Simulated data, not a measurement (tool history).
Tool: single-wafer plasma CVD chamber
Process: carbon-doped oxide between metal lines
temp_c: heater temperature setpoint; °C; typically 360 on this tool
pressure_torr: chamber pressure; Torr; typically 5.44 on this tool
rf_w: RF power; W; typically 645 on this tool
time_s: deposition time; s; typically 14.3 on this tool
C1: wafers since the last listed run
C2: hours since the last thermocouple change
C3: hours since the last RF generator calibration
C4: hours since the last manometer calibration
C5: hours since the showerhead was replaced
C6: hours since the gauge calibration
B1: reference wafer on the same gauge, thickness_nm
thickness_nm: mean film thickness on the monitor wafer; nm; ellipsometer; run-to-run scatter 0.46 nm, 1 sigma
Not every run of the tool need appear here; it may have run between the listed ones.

Run 1, day 0: usual settings but temp_c 355 °C, pressure_torr 5.06 Torr; C1 0; C2 2431; C3 607.4; C4 757.4; C5 5119.3; C6 84.1; B1 75.702. Result: thickness_nm 81.998 nm.
Run 2, day 0.496: usual settings but temp_c 355 °C, pressure_torr 5.06 Torr; C1 303; C2 2442.9; C3 619.3; C4 769.3; C5 5131.2; C6 96; B1 75.531. Result: thickness_nm 82.078 nm.
Run 3, day 0.8: usual settings; C1 186; C2 2450.2; C3 626.6; C4 776.6; C5 5138.5; C6 103.3; B1 75.602. Result: thickness_nm 81.444 nm.
Run 4, day 1.358: usual settings but pressure_torr 4.61 Torr; C1 342; C2 2463.6; C3 640; C4 790; C5 5151.9; C6 116.7; B1 75.533. Result: thickness_nm 79.21 nm.
Run 5, day 1.733: usual settings; C1 229; C2 2472.6; C3 649; C4 799; C5 5160.9; C6 125.7; B1 75.539. Result: thickness_nm 80.949 nm.
Run 6, day 2.475: usual settings; C1 454; C2 2490.4; C3 666.8; C4 816.8; C5 5178.7; C6 143.5; B1 75.612. Result: thickness_nm 81.987 nm.
Run 7, day 3.062: usual settings but pressure_torr 4.96 Torr; C1 359; C2 2504.5; C3 680.9; C4 830.9; C5 5192.8; C6 157.6; B1 75.6. Result: thickness_nm 79.982 nm.
Run 8, day 3.662: usual settings but temp_c 351 °C; C1 367; C2 2518.9; C3 695.3; C4 845.3; C5 5207.2; C6 172; B1 75.549. Result: thickness_nm 83.983 nm.
At day 5.538: thermocouple changed; heater temperature recalibrated.
Run 9, day 5.721: usual settings but temp_c 351 °C; C1 1056; C2 4.4; C3 744.7; C4 894.7; C5 5256.6; C6 221.4; B1 75.618. Result: thickness_nm 83.476 nm.
Run 10, day 6.267: usual settings; C1 334; C2 17.5; C3 757.8; C4 907.8; C5 5269.7; C6 234.5; B1 75.538. Result: thickness_nm 79.768 nm.
At day 6.308: gauge calibrated.
Run 11, day 6.95: usual settings; C1 418; C2 33.9; C3 774.2; C4 924.2; C5 5286.1; C6 15.4; B1 75.556. Result: thickness_nm 80.278 nm.
At day 7.904: capacitance manometer re-zeroed and calibrated.
At day 7.983: RF generator calibrated.
At day 8.292: showerhead replaced.
Run 12, day 8.312: usual settings but temp_c 370 °C, pressure_torr 4.12 Torr; C1 393; C2 66.6; C3 7.9; C4 9.8; C5 0.5; C6 48.1; B1 75.622. Result: thickness_nm 78.635 nm.
Run 13, day 8.325: usual settings but temp_c 356 °C, rf_w 550 W; C1 7; C2 66.9; C3 8.2; C4 10.1; C5 0.8; C6 48.4; B1 75.589. Result: thickness_nm 77.242 nm.
Run 14, day 8.675: usual settings; C1 214; C2 75.3; C3 16.6; C4 18.5; C5 9.2; C6 56.8; B1 75.699. Result: thickness_nm 83.526 nm.
Run 15, day 9.362: usual settings but pressure_torr 6.76 Torr, rf_w 690 W; C1 421; C2 91.8; C3 33.1; C4 35; C5 25.7; C6 73.3; B1 75.576. Result: thickness_nm 88.841 nm.
Run 16, day 9.821: usual settings but temp_c 354 °C, pressure_torr 6.42 Torr, rf_w 695 W; C1 280; C2 102.8; C3 44.1; C4 46; C5 36.7; C6 84.3; B1 75.61. Result: thickness_nm 91.468 nm.
Run 17, day 11.396: usual settings; C1 964; C2 140.6; C3 81.9; C4 83.8; C5 74.5; C6 122.1; B1 75.537. Result: thickness_nm 84.428 nm.
Run 18, day 11.842: usual settings but temp_c 374 °C, time_s 11.8 s; C1 273; C2 151.3; C3 92.6; C4 94.5; C5 85.2; C6 132.8; B1 75.592. Result: thickness_nm 66.981 nm.
Run 19, day 12.421: usual settings but pressure_torr 4.86 Torr, rf_w 535 W, time_s 13.3 s; C1 354; C2 165.2; C3 106.5; C4 108.4; C5 99.1; C6 146.7; B1 75.538. Result: thickness_nm 68.191 nm.
Run 20, day 12.988: usual settings; C1 347; C2 178.8; C3 120.1; C4 122; C5 112.7; C6 160.3; B1 75.603. Result: thickness_nm 84.763 nm.
Run 21, day 13.262: usual settings but rf_w 715 W; C1 168; C2 185.4; C3 126.7; C4 128.6; C5 119.3; C6 166.9; B1 75.686. Result: thickness_nm 89.8 nm.
Run 22, day 13.917: usual settings; C1 400; C2 201.1; C3 142.4; C4 144.3; C5 135; C6 182.6; B1 75.579. Result: thickness_nm 83.508 nm.
Run 23, day 14.238: usual settings but temp_c 346 °C, time_s 12.9 s; C1 196; C2 208.8; C3 150.1; C4 152; C5 142.7; C6 190.3; B1 75.578. Result: thickness_nm 79.419 nm.
Run 24, day 14.862: usual settings but pressure_torr 4.15 Torr, time_s 12.2 s; C1 382; C2 223.8; C3 165.1; C4 167; C5 157.7; C6 205.3; B1 75.561. Result: thickness_nm 68.633 nm.
Run 25, day 15.233: usual settings; C1 227; C2 232.7; C3 174; C4 175.9; C5 166.6; C6 214.2; B1 75.664. Result: thickness_nm 82.807 nm.
Run 26, day 15.808: usual settings but temp_c 355 °C, rf_w 765 W; C1 352; C2 246.5; C3 187.8; C4 189.7; C5 180.4; C6 228; B1 75.619. Result: thickness_nm 94.259 nm.
Run 27, day 16.283: usual settings; C1 291; C2 257.9; C3 199.2; C4 201.1; C5 191.8; C6 239.4; B1 75.672. Result: thickness_nm 84.231 nm.
At day 16.375: gauge calibrated.
Run 28, day 16.971: usual settings but rf_w 750 W, time_s 15.5 s; C1 421; C2 274.4; C3 215.7; C4 217.6; C5 208.3; C6 14.3; B1 75.592. Result: thickness_nm 99.999 nm.

Here are 5 independent what-if runs from the current tool condition. What would each one return?
Run A, day 16.988: usual settings but temp_c 355 °C; C1 10; C2 274.8; C3 216.1; C4 218; C5 208.7; C6 14.7; B1 ?. Result: thickness_nm ?.
Run B, day 16.988: usual settings but time_s 11.8 s; C1 10; C2 274.8; C3 216.1; C4 218; C5 208.7; C6 14.7; B1 ?. Result: thickness_nm ?.
Run C, day 16.988: usual settings but temp_c 366 °C, pressure_torr 6.31 Torr, rf_w 535 W, time_s 16.1 s; C1 10; C2 274.8; C3 216.1; C4 218; C5 208.7; C6 14.7; B1 ?. Result: thickness_nm ?.
Run D, day 16.988: usual settings but temp_c 348 °C; C1 10; C2 274.8; C3 216.1; C4 218; C5 208.7; C6 14.7; B1 ?. Result: thickness_nm ?.
Run E, day 16.988: usual settings but temp_c 350 °C, pressure_torr 5.98 Torr, rf_w 720 W, time_s 11.7 s; C1 10; C2 274.8; C3 216.1; C4 218; C5 208.7; C6 14.7; B1 ?. Result: thickness_nm ?.

run      B1  thickness_nm
  A  75.468        85.864
  B  75.468        70.006
  C  75.468        85.198
  D  75.468        87.824
  E  75.468        77.148
With no hidden state in the tool, these same runs would have given:
run  thickness_nm
  A        86.436
  B        70.472
  C        85.781
  D        88.409
  E        77.651

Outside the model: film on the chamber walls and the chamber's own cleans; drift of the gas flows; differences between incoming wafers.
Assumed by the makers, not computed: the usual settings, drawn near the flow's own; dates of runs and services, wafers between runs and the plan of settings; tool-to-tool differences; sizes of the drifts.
